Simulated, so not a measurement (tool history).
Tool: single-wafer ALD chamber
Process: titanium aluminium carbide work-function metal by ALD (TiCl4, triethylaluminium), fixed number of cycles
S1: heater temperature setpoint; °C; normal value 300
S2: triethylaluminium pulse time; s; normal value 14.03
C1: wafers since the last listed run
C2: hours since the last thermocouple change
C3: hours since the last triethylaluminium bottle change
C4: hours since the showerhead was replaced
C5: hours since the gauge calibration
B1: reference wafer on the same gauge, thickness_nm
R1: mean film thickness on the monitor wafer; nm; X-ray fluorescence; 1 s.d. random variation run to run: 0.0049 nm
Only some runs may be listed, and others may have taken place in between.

{"run": 1, "day": 0.0, "S1": 300, "S2": 14.03, "C1": 0, "C2": 1990.5, "C3": 1424.0, "C4": 3980.4, "C5": 375.6, "B1": 2.244, "R1": 1.98}
{"run": 2, "day": 0.729, "S1": 300, "S2": 14.03, "C1": 138, "C2": 2008.0, "C3": 1441.5, "C4": 3997.9, "C5": 393.1, "B1": 2.248, "R1": 1.984}
{"run": 3, "day": 1.0, "S1": 300, "S2": 14.03, "C1": 51, "C2": 2014.5, "C3": 1448.0, "C4": 4004.4, "C5": 399.6, "B1": 2.248, "R1": 1.987}
{"run": 4, "day": 1.308, "S1": 300, "S2": 14.03, "C1": 58, "C2": 2021.9, "C3": 1455.4, "C4": 4011.8, "C5": 407.0, "B1": 2.251, "R1": 1.988}
{"run": 5, "day": 2.058, "S1": 300, "S2": 14.03, "C1": 142, "C2": 2039.9, "C3": 1473.4, "C4": 4029.8, "C5": 425.0, "B1": 2.251, "R1": 1.988}
{"run": 6, "day": 2.729, "S1": 300, "S2": 9.56, "C1": 127, "C2": 2056.0, "C3": 1489.5, "C4": 4045.9, "C5": 441.1, "B1": 2.255, "R1": 1.945}
{"day": 3.488, "done": "thermocouple changed; heater temperature recalibrated"}
{"run": 7, "day": 3.508, "S1": 300, "S2": 14.03, "C1": 84, "C2": 0.5, "C3": 1508.2, "C4": 4064.6, "C5": 459.8, "B1": 2.258, "R1": 1.99}
{"run": 8, "day": 3.921, "S1": 300, "S2": 14.03, "C1": 78, "C2": 10.4, "C3": 1518.1, "C4": 4074.5, "C5": 469.7, "B1": 2.258, "R1": 1.994}
{"run": 9, "day": 4.321, "S1": 312, "S2": 12.48, "C1": 75, "C2": 20.0, "C3": 1527.7, "C4": 4084.1, "C5": 479.3, "B1": 2.256, "R1": 2.089}
{"run": 10, "day": 4.646, "S1": 312, "S2": 12.48, "C1": 61, "C2": 27.8, "C3": 1535.5, "C4": 4091.9, "C5": 487.1, "B1": 2.261, "R1": 2.077}
{"day": 5.092, "done": "triethylaluminium bottle replaced"}
{"run": 11, "day": 5.371, "S1": 300, "S2": 14.03, "C1": 74, "C2": 45.2, "C3": 6.7, "C4": 4109.3, "C5": 504.5, "B1": 2.261, "R1": 1.994}
{"run": 12, "day": 5.783, "S1": 300, "S2": 14.03, "C1": 78, "C2": 55.1, "C3": 16.6, "C4": 4119.2, "C5": 514.4, "B1": 2.264, "R1": 1.999}
{"day": 6.238, "done": "showerhead replaced"}
{"run": 13, "day": 6.258, "S1": 300, "S2": 11.67, "C1": 26, "C2": 66.5, "C3": 28.0, "C4": 0.5, "C5": 525.8, "B1": 2.262, "R1": 1.986}
{"run": 14, "day": 6.517, "S1": 293, "S2": 15.69, "C1": 48, "C2": 72.7, "C3": 34.2, "C4": 6.7, "C5": 532.0, "B1": 2.266, "R1": 1.94}
{"run": 15, "day": 7.092, "S1": 287, "S2": 8.58, "C1": 109, "C2": 86.5, "C3": 48.0, "C4": 20.5, "C5": 545.8, "B1": 2.268, "R1": 1.843}
{"run": 16, "day": 7.671, "S1": 315, "S2": 18.77, "C1": 109, "C2": 100.4, "C3": 61.9, "C4": 34.4, "C5": 559.7, "B1": 2.272, "R1": 2.146}
{"run": 17, "day": 8.408, "S1": 300, "S2": 14.03, "C1": 139, "C2": 118.1, "C3": 79.6, "C4": 52.1, "C5": 577.4, "B1": 2.274, "R1": 2.005}
{"run": 18, "day": 8.988, "S1": 300, "S2": 14.03, "C1": 109, "C2": 132.0, "C3": 93.5, "C4": 66.0, "C5": 591.3, "B1": 2.276, "R1": 2.004}
{"run": 19, "day": 9.667, "S1": 285, "S2": 12.23, "C1": 128, "C2": 148.3, "C3": 109.8, "C4": 82.3, "C5": 607.6, "B1": 2.277, "R1": 1.869}
{"run": 20, "day": 9.971, "S1": 300, "S2": 14.03, "C1": 57, "C2": 155.6, "C3": 117.1, "C4": 89.6, "C5": 614.9, "B1": 2.281, "R1": 2.01}
{"run": 21, "day": 10.583, "S1": 314, "S2": 18.0, "C1": 116, "C2": 170.3, "C3": 131.8, "C4": 104.3, "C5": 629.6, "B1": 2.284, "R1": 2.146}
{"day": 10.596, "done": "gauge calibrated"}
{"run": 22, "day": 11.012, "S1": 300, "S2": 14.03, "C1": 81, "C2": 180.6, "C3": 142.1, "C4": 114.6, "C5": 10.0, "B1": 2.234, "R1": 1.975}
{"run": 23, "day": 11.45, "S1": 313, "S2": 11.75, "C1": 82, "C2": 191.1, "C3": 152.6, "C4": 125.1, "C5": 20.5, "B1": 2.232, "R1": 2.071}
{"run": 24, "day": 11.712, "S1": 289, "S2": 11.61, "C1": 49, "C2": 197.4, "C3": 158.9, "C4": 131.4, "C5": 26.8, "B1": 2.233, "R1": 1.87}
{"run": 25, "day": 12.004, "S1": 312, "S2": 10.27, "C1": 55, "C2": 204.4, "C3": 165.9, "C4": 138.4, "C5": 33.8, "B1": 2.236, "R1": 2.047}
{"run": 26, "day": 12.658, "S1": 300, "S2": 14.03, "C1": 124, "C2": 220.1, "C3": 181.6, "C4": 154.1, "C5": 49.5, "B1": 2.233, "R1": 1.965}
{"run": 27, "day": 13.108, "S1": 300, "S2": 18.27, "C1": 85, "C2": 230.9, "C3": 192.4, "C4": 164.9, "C5": 60.3, "B1": 2.234, "R1": 1.972}
{"run": 28, "day": 13.671, "S1": 300, "S2": 14.03, "C1": 106, "C2": 244.4, "C3": 205.9, "C4": 178.4, "C5": 73.8, "B1": 2.235, "R1": 1.973}
{"run": 29, "day": 14.362, "S1": 294, "S2": 9.4, "C1": 131, "C2": 261.0, "C3": 222.5, "C4": 195.0, "C5": 90.4, "B1": 2.233, "R1": 1.89}
{"run": 30, "day": 14.938, "S1": 300, "S2": 14.03, "C1": 109, "C2": 274.8, "C3": 236.3, "C4": 208.8, "C5": 104.2, "B1": 2.237, "R1": 1.969}
{"run": 31, "day": 15.346, "S1": 305, "S2": 10.5, "C1": 77, "C2": 284.6, "C3": 246.1, "C4": 218.6, "C5": 114.0, "B1": 2.237, "R1": 1.992}
{"run": 32, "day": 15.708, "S1": 300, "S2": 14.03, "C1": 68, "C2": 293.3, "C3": 254.8, "C4": 227.3, "C5": 122.7, "B1": 2.238, "R1": 1.968}
{"run": 33, "day": 16.4, "S1": 300, "S2": 14.03, "C1": 131, "C2": 309.9, "C3": 271.4, "C4": 243.9, "C5": 139.3, "B1": 2.237, "R1": 1.975}
{"run": 34, "day": 16.992, "S1": 308, "S2": 14.03, "C1": 112, "C2": 324.1, "C3": 285.6, "C4": 258.1, "C5": 153.5, "B1": 2.237, "R1": 2.038}

Measured minus without-hidden-state, run by run (identical run-to-run variation in each term; gauge scatter may differ):
Hidden conditions of the tool in this case: wafer temperature above the value expected at the setpoint (K); triethylaluminium dose above that of a fresh bottle (%); gauge reads high (%).
run=1 R1=+0.014
run=2 R1=+0.016
run=3 R1=+0.016
run=4 R1=+0.016
run=5 R1=+0.019
run=6 R1=+0.020
run=7 R1=+0.023
run=8 R1=+0.024
run=9 R1=+0.026
run=10 R1=+0.027
run=11 R1=+0.028
run=12 R1=+0.030
run=13 R1=+0.031
run=14 R1=+0.031
run=15 R1=+0.031
run=16 R1=+0.039
run=17 R1=+0.039
run=18 R1=+0.040
run=19 R1=+0.040
run=20 R1=+0.044
run=21 R1=+0.049
run=22 R1=+0.004
run=23 R1=+0.004
run=24 R1=+0.003
run=25 R1=+0.004
run=26 R1=+0.004
run=27 R1=+0.004
run=28 R1=+0.005
run=29 R1=+0.005
run=30 R1=+0.005
run=31 R1=+0.006
run=32 R1=+0.006
run=33 R1=+0.006
run=34 R1=+0.007

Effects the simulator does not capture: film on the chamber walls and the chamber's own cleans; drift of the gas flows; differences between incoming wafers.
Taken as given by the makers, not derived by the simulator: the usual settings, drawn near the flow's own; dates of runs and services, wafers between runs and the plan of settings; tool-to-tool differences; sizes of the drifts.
